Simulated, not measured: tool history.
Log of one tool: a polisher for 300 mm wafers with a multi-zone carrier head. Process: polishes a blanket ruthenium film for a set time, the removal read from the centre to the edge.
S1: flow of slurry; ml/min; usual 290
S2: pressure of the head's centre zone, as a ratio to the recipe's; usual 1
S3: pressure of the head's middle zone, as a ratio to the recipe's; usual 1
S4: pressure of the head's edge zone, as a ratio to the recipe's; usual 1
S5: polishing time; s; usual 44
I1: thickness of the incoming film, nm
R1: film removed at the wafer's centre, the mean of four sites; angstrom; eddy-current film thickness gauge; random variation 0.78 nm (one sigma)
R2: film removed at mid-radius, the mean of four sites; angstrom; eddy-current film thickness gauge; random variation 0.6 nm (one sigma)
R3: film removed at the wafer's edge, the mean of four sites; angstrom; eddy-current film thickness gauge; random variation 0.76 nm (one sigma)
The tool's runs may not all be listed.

Run 1, hour 0: usual settings; I1 362.9. Result: R1 784 angstrom, R2 742 angstrom, R3 756 angstrom.
Run 2, hour 31.3: usual settings; I1 364.5. Result: R1 780 angstrom, R2 751 angstrom, R3 748 angstrom.
At hour 40.3: edge zone pressure recalibrated.
At hour 45.4: worn pad replaced by a new one.
Run 3, hour 46.4: usual settings; I1 365.9. Result: R1 784 angstrom, R2 746 angstrom, R3 745 angstrom.
At hour 69.1: slurry nozzle cleaned.
Run 4, hour 69.6: usual settings; I1 365.1. Result: R1 788 angstrom, R2 755 angstrom, R3 735 angstrom.
Run 5, hour 95.6: usual settings; I1 360.1. Result: R1 798 angstrom, R2 745 angstrom, R3 742 angstrom.
Run 6, hour 120.8: usual settings; I1 357.2. Result: R1 787 angstrom, R2 753 angstrom, R3 743 angstrom.
Run 7, hour 137.2: usual settings; I1 360.7. Result: R1 786 angstrom, R2 747 angstrom, R3 745 angstrom.
Run 8, hour 159.3: usual settings but S1 335 ml/min, S2 1.09; I1 364.8. Result: R1 877 angstrom, R2 765 angstrom, R3 761 angstrom.
At hour 165.8: worn pad replaced by a new one.
At hour 173.7: carrier head's membrane replaced by a new one.
Run 9, hour 174.2: usual settings; I1 357.3. Result: R1 805 angstrom, R2 757 angstrom, R3 727 angstrom.
Run 10, hour 202.7: usual settings but S2 0.9, S3 1.07; I1 355.5. Result: R1 731 angstrom, R2 793 angstrom, R3 742 angstrom.
Run 11, hour 226: usual settings but S4 1.1, S5 29 s; I1 359.2. Result: R1 541 angstrom, R2 489 angstrom, R3 510 angstrom.
Run 12, hour 246.6: usual settings but S3 0.9, S5 34 s; I1 358.8. Result: R1 624 angstrom, R2 531 angstrom, R3 582 angstrom.
At hour 264.4: centre zone pressure recalibrated.
Run 13, hour 272.5: usual settings but S4 1.1, S5 59 s; I1 356.7. Result: R1 999 angstrom, R2 1001 angstrom, R3 1033 angstrom.
Run 14, hour 287.1: usual settings; I1 354. Result: R1 754 angstrom, R2 753 angstrom, R3 760 angstrom.
At hour 312.1: worn pad replaced by a new one.
Run 15, hour 317.6: usual settings but S2 0.9; I1 365.7. Result: R1 696 angstrom, R2 756 angstrom, R3 747 angstrom.
Run 16, hour 341.5: usual settings but S3 0.97; I1 358.7. Result: R1 760 angstrom, R2 736 angstrom, R3 761 angstrom.
Run 17, hour 355: usual settings but S1 205 ml/min; I1 366. Result: R1 722 angstrom, R2 700 angstrom, R3 720 angstrom.
Run 18, hour 367.7: usual settings; I1 356.2. Result: R1 773 angstrom, R2 748 angstrom, R3 748 angstrom.
Run 19, hour 383.7: usual settings but S3 0.95, S4 1.05; I1 361.8. Result: R1 756 angstrom, R2 712 angstrom, R3 761 angstrom.
Run 20, hour 404.8: usual settings; I1 356.8. Result: R1 761 angstrom, R2 751 angstrom, R3 741 angstrom.
Run 21, hour 438.4: usual settings but S1 345 ml/min, S3 0.94, S5 35 s; I1 362.1. Result: R1 615 angstrom, R2 577 angstrom, R3 608 angstrom.
At hour 445.4: worn pad replaced by a new one.
At hour 448.5: slurry nozzle cleaned.
At hour 484.1: edge zone pressure recalibrated.
Run 22, hour 505.3: usual settings but S2 1.09, S3 1.12; I1 356. Result: R1 854 angstrom, R2 817 angstrom, R3 744 angstrom.

Forecast each of these 4 alternatives for the next run:
Run A, hour 505.7: usual settings but S2 0.91; I1 360.8. Result: R1 ?, R2 ?, R3 ?.
Run B, hour 505.7: usual settings but S1 260 ml/min, S2 0.91; I1 360.8. Result: R1 ?, R2 ?, R3 ?.
Run C, hour 505.7: usual settings but S1 220 ml/min, S2 0.94, S3 1.1, S5 51 s; I1 360.8. Result: R1 ?, R2 ?, R3 ?.
Run D, hour 505.7: usual settings but S1 340 ml/min, S5 32 s; I1 360.8. Result: R1 ?, R2 ?, R3 ?.

run   R1   R2   R3
  A  701  750  741
  B  691  740  733
  C  807  908  834
  D  570  554  545
Without the tool's hidden state the same runs would have given:
run   R1   R2   R3
  A  674  750  741
  B  664  740  733
  C  776  909  834
  D  549  554  545
